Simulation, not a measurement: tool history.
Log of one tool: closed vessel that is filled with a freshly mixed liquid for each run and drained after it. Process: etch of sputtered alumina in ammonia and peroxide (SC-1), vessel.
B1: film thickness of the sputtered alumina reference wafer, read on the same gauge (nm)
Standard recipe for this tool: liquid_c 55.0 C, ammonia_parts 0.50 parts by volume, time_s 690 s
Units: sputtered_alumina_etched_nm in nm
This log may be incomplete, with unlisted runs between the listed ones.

Run 1, hour 0.0: usual settings; B1 109.99. Result: sputtered_alumina_etched_nm 48.31 nm.
Run 2, hour 70.1: usual settings; B1 110.02. Result: sputtered_alumina_etched_nm 48.27 nm.
Run 3, hour 126.1: usual settings but ammonia_parts 0.40 parts by volume, time_s 1015 s; B1 110.05. Result: sputtered_alumina_etched_nm 69.28 nm.
Run 4, hour 195.0: usual settings but ammonia_parts 0.40 parts by volume, time_s 1015 s; B1 110.00. Result: sputtered_alumina_etched_nm 69.50 nm.
Run 5, hour 223.5: usual settings but ammonia_parts 0.40 parts by volume, time_s 1015 s; B1 110.00. Result: sputtered_alumina_etched_nm 69.97 nm.
Run 6, hour 272.7: usual settings but ammonia_parts 0.35 parts by volume; B1 110.01. Result: sputtered_alumina_etched_nm 46.52 nm.
Run 7, hour 309.1: usual settings but ammonia_parts 0.35 parts by volume; B1 110.04. Result: sputtered_alumina_etched_nm 46.77 nm.
Run 8, hour 377.1: usual settings but time_s 935 s; B1 110.01. Result: sputtered_alumina_etched_nm 65.59 nm.
Run 9, hour 434.0: usual settings but ammonia_parts 0.70 parts by volume; B1 110.00. Result: sputtered_alumina_etched_nm 49.84 nm.
Run 10, hour 505.5: usual settings but liquid_c 59.0 C, ammonia_parts 0.40 parts by volume, time_s 820 s; B1 109.94. Result: sputtered_alumina_etched_nm 68.60 nm.
Run 11, hour 560.3: usual settings but liquid_c 49.0 C, ammonia_parts 0.70 parts by volume; B1 109.99. Result: sputtered_alumina_etched_nm 36.02 nm.
Run 12, hour 607.6: usual settings but time_s 510 s; B1 109.96. Result: sputtered_alumina_etched_nm 35.76 nm.
Run 13, hour 669.8: usual settings but liquid_c 51.5 C, ammonia_parts 0.35 parts by volume, time_s 830 s; B1 109.97. Result: sputtered_alumina_etched_nm 46.68 nm.
Run 14, hour 707.2: usual settings but liquid_c 50.0 C; B1 109.96. Result: sputtered_alumina_etched_nm 36.98 nm.
Run 15, hour 738.7: usual settings; B1 109.95. Result: sputtered_alumina_etched_nm 48.55 nm.
Run 16, hour 764.0: usual settings; B1 110.03. Result: sputtered_alumina_etched_nm 48.23 nm.
Run 17, hour 832.8: usual settings but ammonia_parts 0.40 parts by volume; B1 109.95. Result: sputtered_alumina_etched_nm 47.85 nm.
Run 18, hour 864.9: usual settings but liquid_c 61.5 C, ammonia_parts 0.35 parts by volume, time_s 1000 s; B1 110.02. Result: sputtered_alumina_etched_nm 95.75 nm.
Run 19, hour 920.0: usual settings but time_s 565 s; B1 109.98. Result: sputtered_alumina_etched_nm 39.77 nm.
Run 20, hour 973.0: usual settings but liquid_c 45.0 C; B1 109.99. Result: sputtered_alumina_etched_nm 27.93 nm.
Run 21, hour 1039.2: usual settings but liquid_c 47.0 C; B1 109.93. Result: sputtered_alumina_etched_nm 31.32 nm.
Run 22, hour 1068.2: usual settings but liquid_c 49.5 C, ammonia_parts 0.40 parts by volume, time_s 320 s; B1 110.02. Result: sputtered_alumina_etched_nm 16.44 nm.
Run 23, hour 1121.4: usual settings but time_s 470 s; B1 110.03. Result: sputtered_alumina_etched_nm 33.04 nm.
Run 24, hour 1154.2: usual settings but ammonia_parts 0.35 parts by volume; B1 110.00. Result: sputtered_alumina_etched_nm 46.73 nm.
Run 25, hour 1224.3: usual settings but liquid_c 52.5 C, ammonia_parts 0.40 parts by volume, time_s 990 s; B1 110.01. Result: sputtered_alumina_etched_nm 59.84 nm.
Run 26, hour 1287.8: usual settings; B1 110.00. Result: sputtered_alumina_etched_nm 48.51 nm.
Run 27, hour 1313.4: usual settings but ammonia_parts 0.35 parts by volume, time_s 420 s; B1 110.01. Result: sputtered_alumina_etched_nm 28.38 nm.
Run 28, hour 1374.2: usual settings but ammonia_parts 0.30 parts by volume; B1 110.01. Result: sputtered_alumina_etched_nm 46.09 nm.
Run 29, hour 1445.0: usual settings but liquid_c 62.5 C, ammonia_parts 0.30 parts by volume, time_s 495 s; B1 110.01. Result: sputtered_alumina_etched_nm 48.74 nm.

Withheld: 4 entries from between the runs. Position of each, and hidden state at the listed run before versus the listed run after:
In the gap between runs 1 and 2: gauge calibrated (hour 46.9)
  no hidden state differs between the two runs
In the gap between runs 7 and 8: thermometer replaced (hour 331.7)
  no hidden state differs between the two runs
In the gap between runs 12 and 13: new drum of ammonia solution connected (hour 637.2)
  no hidden state differs between the two runs
In the gap between runs 26 and 27: new drum of ammonia solution connected (hour 1303.1)
  no hidden state differs between the two runs
